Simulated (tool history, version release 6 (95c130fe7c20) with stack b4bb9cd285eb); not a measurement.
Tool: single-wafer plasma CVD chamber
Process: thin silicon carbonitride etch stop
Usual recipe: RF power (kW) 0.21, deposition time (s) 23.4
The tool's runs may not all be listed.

| run | day | RF power (kW) | deposition time (s) | wafers since the last listed run | hours since the last thermocouple change | hours since the last RF generator calibration | hours since the showerhead was replaced | hours since the gauge calibration | read-back reference wafer on the same gauge, thickness_nm | mean film thickness on the monitor wafer (angstrom) |
|---|---|---|---|---|---|---|---|---|---|---|
| 1 | 0 | 0.21 | 23.4 | 0 | 1436.4 | 1474.5 | 5236.7 | 119.6 | 14.413 | 129.37 |
| 2 | 0.617 | 0.21 | 23.4 | 448 | 1451.2 | 1489.3 | 5251.5 | 134.4 | 14.398 | 129.34 |
| 3 | 1.025 | 0.19 | 23.4 | 296 | 1461 | 1499.1 | 5261.3 | 144.2 | 14.407 | 124.37 |
| 4 | 1.612 | 0.19 | 23.4 | 427 | 1475.1 | 1513.2 | 5275.4 | 158.3 | 14.395 | 123.75 |
| 5 | 2.092 | 0.21 | 23.4 | 348 | 1486.6 | 1524.7 | 5286.9 | 169.8 | 14.399 | 128.74 |
| 6 | 2.575 | 0.21 | 23.4 | 351 | 1498.2 | 1536.3 | 5298.5 | 181.4 | 14.406 | 128.97 |
| 7 | 4.562 | 0.21 | 23.4 | 1445 | 1545.9 | 1584 | 5346.2 | 229.1 | 14.402 | 129.82 |
|  | 5.267 | RF generator calibrated |
| 8 | 5.288 | 0.2 | 27.1 | 284 | 1563.3 | 0.5 | 5363.6 | 246.5 | 14.4 | 151.84 |
| 9 | 5.775 | 0.2 | 27.1 | 354 | 1575 | 12.2 | 5375.3 | 258.2 | 14.398 | 152.04 |
| 10 | 6.4 | 0.21 | 23.4 | 454 | 1590 | 27.2 | 5390.3 | 273.2 | 14.391 | 133.5 |
| 11 | 6.983 | 0.21 | 23.4 | 424 | 1604 | 41.2 | 5404.3 | 287.2 | 14.401 | 133.15 |
| 12 | 7.579 | 0.21 | 23.4 | 433 | 1618.3 | 55.5 | 5418.6 | 301.5 | 14.397 | 133.29 |
| 13 | 8.179 | 0.21 | 26.1 | 436 | 1632.7 | 69.9 | 5433 | 315.9 | 14.401 | 147.73 |
| 14 | 8.625 | 0.21 | 26.1 | 324 | 1643.4 | 80.6 | 5443.7 | 326.6 | 14.399 | 147.89 |
| 15 | 8.892 | 0.24 | 21 | 193 | 1649.8 | 87 | 5450.1 | 333 | 14.403 | 125.79 |
| 16 | 9.275 | 0.195 | 21.7 | 278 | 1659 | 96.2 | 5459.3 | 342.2 | 14.397 | 119.57 |
| 17 | 9.729 | 0.21 | 23.4 | 330 | 1669.9 | 107.1 | 5470.2 | 353.1 | 14.403 | 133.27 |
| 18 | 10.058 | 0.17 | 27.6 | 239 | 1677.8 | 115 | 5478.1 | 361 | 14.401 | 144.37 |
|  | 10.638 | thermocouple changed; heater temperature recalibrated |
| 19 | 10.683 | 0.21 | 23.4 | 212 | 1.1 | 130 | 5493.1 | 376 | 14.39 | 132.48 |
|  | 11.188 | showerhead replaced, of another model than before |
| 20 | 11.2 | 0.21 | 27.1 | 133 | 13.5 | 142.4 | 0.3 | 388.4 | 14.391 | 152.88 |
| 21 | 11.667 | 0.225 | 21.1 | 339 | 24.7 | 153.6 | 11.5 | 399.6 | 14.4 | 123.53 |
| 22 | 12.412 | 0.185 | 18.8 | 542 | 42.6 | 171.5 | 29.4 | 417.5 | 14.397 | 98.07 |
|  | 13.7 | gauge calibrated |
| 23 | 14.546 | 0.21 | 19.7 | 1551 | 93.8 | 222.7 | 80.6 | 20.3 | 14.395 | 110.74 |
| 24 | 15.05 | 0.21 | 28 | 366 | 105.9 | 234.8 | 92.7 | 32.4 | 14.405 | 157.53 |
| 25 | 15.304 | 0.225 | 27.9 | 184 | 112 | 240.9 | 98.8 | 38.5 | 14.392 | 161.72 |
| 26 | 15.925 | 0.245 | 23.4 | 451 | 126.9 | 255.8 | 113.7 | 53.4 | 14.404 | 142.28 |
| 27 | 16.292 | 0.24 | 26.8 | 266 | 135.7 | 264.6 | 122.5 | 62.2 | 14.388 | 160.83 |
| 28 | 17.05 | 0.175 | 27.6 | 551 | 153.9 | 282.8 | 140.7 | 80.4 | 14.406 | 138.45 |
| 29 | 17.692 | 0.225 | 27.9 | 466 | 169.3 | 298.2 | 156.1 | 95.8 | 14.401 | 161.38 |

Run 30 is up next; what results do you expect?
| 30 | 18.312 | 0.2 | 24.6 | 451 | 184.2 | 313.1 | 171 | 110.7 | ? | ? |

Run 30 yielded read-back reference wafer on the same gauge, thickness_nm 14.399, mean film thickness on the monitor wafer (angstrom) 133.61.
Were there no unlogged condition in the tool, this run, its random variation unchanged, would have produced mean film thickness on the monitor wafer (angstrom) 136.75.
